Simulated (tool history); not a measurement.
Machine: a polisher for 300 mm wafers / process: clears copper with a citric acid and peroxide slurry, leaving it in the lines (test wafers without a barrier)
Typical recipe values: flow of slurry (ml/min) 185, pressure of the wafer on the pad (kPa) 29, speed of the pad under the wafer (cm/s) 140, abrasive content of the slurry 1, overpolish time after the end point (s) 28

run	hour	flow of slurry (ml/min)	pressure of the wafer on the pad (kPa)	speed of the pad under the wafer (cm/s)	abrasive content of the slurry	overpolish time after the end point (s)	wafers since the last listed run	wafers polished on this pad	hours since the slurry nozzle was cleaned	hours since the head pressure was calibrated	hours since the slurry blender was calibrated	incoming thickness of the incoming film, nm	time until the end point was called (s)	dishing of a wide line in a test structure (nm)
1	0	185	29	140	1	28	0	90	653.9	784.9	61.4	436.3	120.4	65.3
# hour 118.9: slurry blender recalibrated
2	182.5	185	29	140	1	28	780	870	836.4	967.4	63.6	440.1	128.8	65.7
3	253.9	185	29	140	1	28	308	1178	907.8	1038.8	135	445.9	129.5	64
# hour 277.7: head pressure recalibrated
# hour 286.4: slurry blender recalibrated
# hour 294.3: worn pad replaced by a new one, of another model than before
4	298	185	29	140	1	28	156	15	951.9	20.3	11.6	443.9	121.4	67.1
5	327.9	185	22.1	112	1	28	129	145	981.8	50.2	41.5	449	173.4	50.3
# hour 335.5: slurry nozzle cleaned
6	381.4	185	33.1	140	1	28	226	371	45.9	103.7	95	443.7	114.8	72.1
7	417.8	140	35.9	140	1	28	157	529	82.3	140.1	131.4	433.8	111.5	72.2
# hour 464.8: slurry blender recalibrated
8	482.8	145	29	140	1	28	272	801	147.3	205.1	18	441.5	126.1	63.8
9	529.9	185	29	140	1	28	203	1005	194.4	252.2	65.1	441.7	128.1	65.2
10	556.9	220	20.7	140	1	28	116	1121	221.4	279.2	92.1	443.1	146.4	56.6
# hour 564.1: worn pad replaced by a new one
11	619.4	185	29	140	1	28	252	238	283.9	341.7	154.6	442.3	117.5	66.2
# hour 648.5: slurry blender recalibrated
12	675.1	185	29	140	0.8	43	232	471	339.6	397.4	26.6	441.3	129.8	88.6
13	702.9	185	29	140	1	15	120	591	367.4	425.2	54.4	438.5	123.4	38
14	727.6	185	29	140	0.75	28	106	697	392.1	449.9	79.1	435	131.6	62.7
15	771	185	29	140	1.25	37	187	885	435.5	493.3	122.5	435.3	117.1	85.5
16	808.5	185	20.7	140	1.2	37	162	1047	473	530.8	160	433.8	136.7	72.5

What will run 17 give?
# hour 839.9: slurry blender recalibrated
17	850.5	185	29	140	1	16	172	1220	515	572.8	10.6	432.2	?	?

Run 17 came out at time until the end point was called (s) 125.8, dishing of a wide line in a test structure (nm) 38.7.
Without the tool's hidden state the same run would have given time until the end point was called (s) 118.6, dishing of a wide line in a test structure (nm) 40.8.
